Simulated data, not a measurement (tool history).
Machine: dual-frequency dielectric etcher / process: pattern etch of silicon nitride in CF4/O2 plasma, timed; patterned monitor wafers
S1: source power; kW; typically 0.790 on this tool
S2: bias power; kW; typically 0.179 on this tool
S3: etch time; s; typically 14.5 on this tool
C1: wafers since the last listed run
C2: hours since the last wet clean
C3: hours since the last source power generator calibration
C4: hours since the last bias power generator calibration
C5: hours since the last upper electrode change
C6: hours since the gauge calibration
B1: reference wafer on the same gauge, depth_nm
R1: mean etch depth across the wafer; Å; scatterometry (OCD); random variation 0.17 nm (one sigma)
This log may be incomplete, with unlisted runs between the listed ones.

{"run": 1, "hour": 0.0, "S1": 0.79, "S2": 0.179, "S3": 12.5, "C1": 0, "C2": 134.6, "C3": 2220.6, "C4": 4242.9, "C5": 3674.3, "C6": 86.5, "B1": 50.09, "R1": 381.3}
{"run": 2, "hour": 9.3, "S1": 0.79, "S2": 0.179, "S3": 14.5, "C1": 201, "C2": 143.9, "C3": 2229.9, "C4": 4252.2, "C5": 3683.6, "C6": 95.8, "B1": 50.09, "R1": 440.1}
{"run": 3, "hour": 21.0, "S1": 0.79, "S2": 0.179, "S3": 14.5, "C1": 253, "C2": 155.6, "C3": 2241.6, "C4": 4263.9, "C5": 3695.3, "C6": 107.5, "B1": 50.08, "R1": 443.1}
{"run": 4, "hour": 31.0, "S1": 0.79, "S2": 0.179, "S3": 14.5, "C1": 216, "C2": 165.6, "C3": 2251.6, "C4": 4273.9, "C5": 3705.3, "C6": 117.5, "B1": 50.1, "R1": 441.9}
{"run": 5, "hour": 67.5, "S1": 0.79, "S2": 0.148, "S3": 14.5, "C1": 791, "C2": 202.1, "C3": 2288.1, "C4": 4310.4, "C5": 3741.8, "C6": 154.0, "B1": 50.12, "R1": 411.3}
{"run": 6, "hour": 83.7, "S1": 0.79, "S2": 0.148, "S3": 14.5, "C1": 351, "C2": 218.3, "C3": 2304.3, "C4": 4326.6, "C5": 3758.0, "C6": 170.2, "B1": 50.11, "R1": 410.9}
{"run": 7, "hour": 99.9, "S1": 0.69, "S2": 0.179, "S3": 14.5, "C1": 351, "C2": 234.5, "C3": 2320.5, "C4": 4342.8, "C5": 3774.2, "C6": 186.4, "B1": 50.12, "R1": 388.2}
{"run": 8, "hour": 107.6, "S1": 0.69, "S2": 0.179, "S3": 14.5, "C1": 167, "C2": 242.2, "C3": 2328.2, "C4": 4350.5, "C5": 3781.9, "C6": 194.1, "B1": 50.09, "R1": 389.8}
{"run": 9, "hour": 125.5, "S1": 0.79, "S2": 0.179, "S3": 14.5, "C1": 388, "C2": 260.1, "C3": 2346.1, "C4": 4368.4, "C5": 3799.8, "C6": 212.0, "B1": 50.07, "R1": 444.0}
{"run": 10, "hour": 140.4, "S1": 0.79, "S2": 0.179, "S3": 14.5, "C1": 323, "C2": 275.0, "C3": 2361.0, "C4": 4383.3, "C5": 3814.7, "C6": 226.9, "B1": 50.1, "R1": 450.3}
{"hour": 149.4, "done": "source power generator calibrated"}
{"run": 11, "hour": 153.5, "S1": 0.79, "S2": 0.179, "S3": 14.5, "C1": 197, "C2": 288.1, "C3": 4.1, "C4": 4396.4, "C5": 3827.8, "C6": 240.0, "B1": 50.11, "R1": 448.8}
{"run": 12, "hour": 171.2, "S1": 0.79, "S2": 0.147, "S3": 14.5, "C1": 384, "C2": 305.8, "C3": 21.8, "C4": 4414.1, "C5": 3845.5, "C6": 257.7, "B1": 50.14, "R1": 411.3}
{"hour": 180.1, "done": "bias power generator calibrated"}
{"run": 13, "hour": 188.0, "S1": 0.71, "S2": 0.179, "S3": 16.0, "C1": 277, "C2": 322.6, "C3": 38.6, "C4": 7.9, "C5": 3862.3, "C6": 274.5, "B1": 50.06, "R1": 440.9}
{"run": 14, "hour": 202.9, "S1": 0.73, "S2": 0.179, "S3": 14.5, "C1": 323, "C2": 337.5, "C3": 53.5, "C4": 22.8, "C5": 3877.2, "C6": 289.4, "B1": 50.06, "R1": 415.2}
{"run": 15, "hour": 218.2, "S1": 0.65, "S2": 0.204, "S3": 14.5, "C1": 331, "C2": 352.8, "C3": 68.8, "C4": 38.1, "C5": 3892.5, "C6": 304.7, "B1": 50.13, "R1": 387.8}
{"hour": 229.4, "done": "gauge calibrated"}
{"run": 16, "hour": 231.5, "S1": 0.65, "S2": 0.204, "S3": 14.5, "C1": 288, "C2": 366.1, "C3": 82.1, "C4": 51.4, "C5": 3905.8, "C6": 2.1, "B1": 50.1, "R1": 389.8}
{"hour": 269.1, "done": "wet clean of the chamber"}
{"hour": 281.7, "done": "upper electrode replaced"}
{"run": 17, "hour": 282.2, "S1": 0.87, "S2": 0.179, "S3": 14.5, "C1": 304, "C2": 13.1, "C3": 132.8, "C4": 102.1, "C5": 0.5, "C6": 52.8, "B1": 50.12, "R1": 478.0}
{"run": 18, "hour": 282.5, "S1": 0.68, "S2": 0.154, "S3": 11.5, "C1": 6, "C2": 13.4, "C3": 133.1, "C4": 102.4, "C5": 0.8, "C6": 53.1, "B1": 50.08, "R1": 272.7}
{"run": 19, "hour": 296.3, "S1": 0.79, "S2": 0.179, "S3": 12.5, "C1": 299, "C2": 27.2, "C3": 146.9, "C4": 116.2, "C5": 14.6, "C6": 66.9, "B1": 50.1, "R1": 374.2}
{"run": 20, "hour": 303.3, "S1": 0.93, "S2": 0.203, "S3": 14.5, "C1": 151, "C2": 34.2, "C3": 153.9, "C4": 123.2, "C5": 21.6, "C6": 73.9, "B1": 50.09, "R1": 542.2}
{"run": 21, "hour": 315.1, "S1": 0.72, "S2": 0.146, "S3": 14.5, "C1": 256, "C2": 46.0, "C3": 165.7, "C4": 135.0, "C5": 33.4, "C6": 85.7, "B1": 50.11, "R1": 359.3}
{"run": 22, "hour": 331.6, "S1": 0.79, "S2": 0.179, "S3": 14.5, "C1": 357, "C2": 62.5, "C3": 182.2, "C4": 151.5, "C5": 49.9, "C6": 102.2, "B1": 50.09, "R1": 433.2}
{"run": 23, "hour": 342.3, "S1": 0.68, "S2": 0.179, "S3": 14.5, "C1": 232, "C2": 73.2, "C3": 192.9, "C4": 162.2, "C5": 60.6, "C6": 112.9, "B1": 50.12, "R1": 369.9}
{"run": 24, "hour": 349.0, "S1": 0.94, "S2": 0.164, "S3": 14.5, "C1": 145, "C2": 79.9, "C3": 199.6, "C4": 168.9, "C5": 67.3, "C6": 119.6, "B1": 50.06, "R1": 498.7}
{"run": 25, "hour": 357.6, "S1": 0.79, "S2": 0.148, "S3": 14.5, "C1": 186, "C2": 88.5, "C3": 208.2, "C4": 177.5, "C5": 75.9, "C6": 128.2, "B1": 50.1, "R1": 399.7}
{"run": 26, "hour": 368.3, "S1": 0.68, "S2": 0.138, "S3": 10.5, "C1": 232, "C2": 99.2, "C3": 218.9, "C4": 188.2, "C5": 86.6, "C6": 138.9, "B1": 50.13, "R1": 241.1}

List, for all runs, the conditions of the tool that the log does not record:
source power that arrives over what is set, %: 0 at every run
bias power that arrives over what is set, %: 0 at every run
gauge reads high (%): 0 at every run
H1: etch rate over this chamber's usual, %
run=1 H1=2.12
run=2 H1=2.23
run=3 H1=2.38
run=4 H1=2.51
run=5 H1=2.98
run=6 H1=3.19
run=7 H1=3.4
run=8 H1=3.5
run=9 H1=3.73
run=10 H1=3.92
run=11 H1=4.09
run=12 H1=4.31
run=13 H1=4.53
run=14 H1=4.72
run=15 H1=4.92
run=16 H1=5.09
run=17 H1=0.0466
run=18 H1=0.0505
run=19 H1=0.228
run=20 H1=0.318
run=21 H1=0.469
run=22 H1=0.681
run=23 H1=0.819
run=24 H1=0.905
run=25 H1=1.02
run=26 H1=1.15
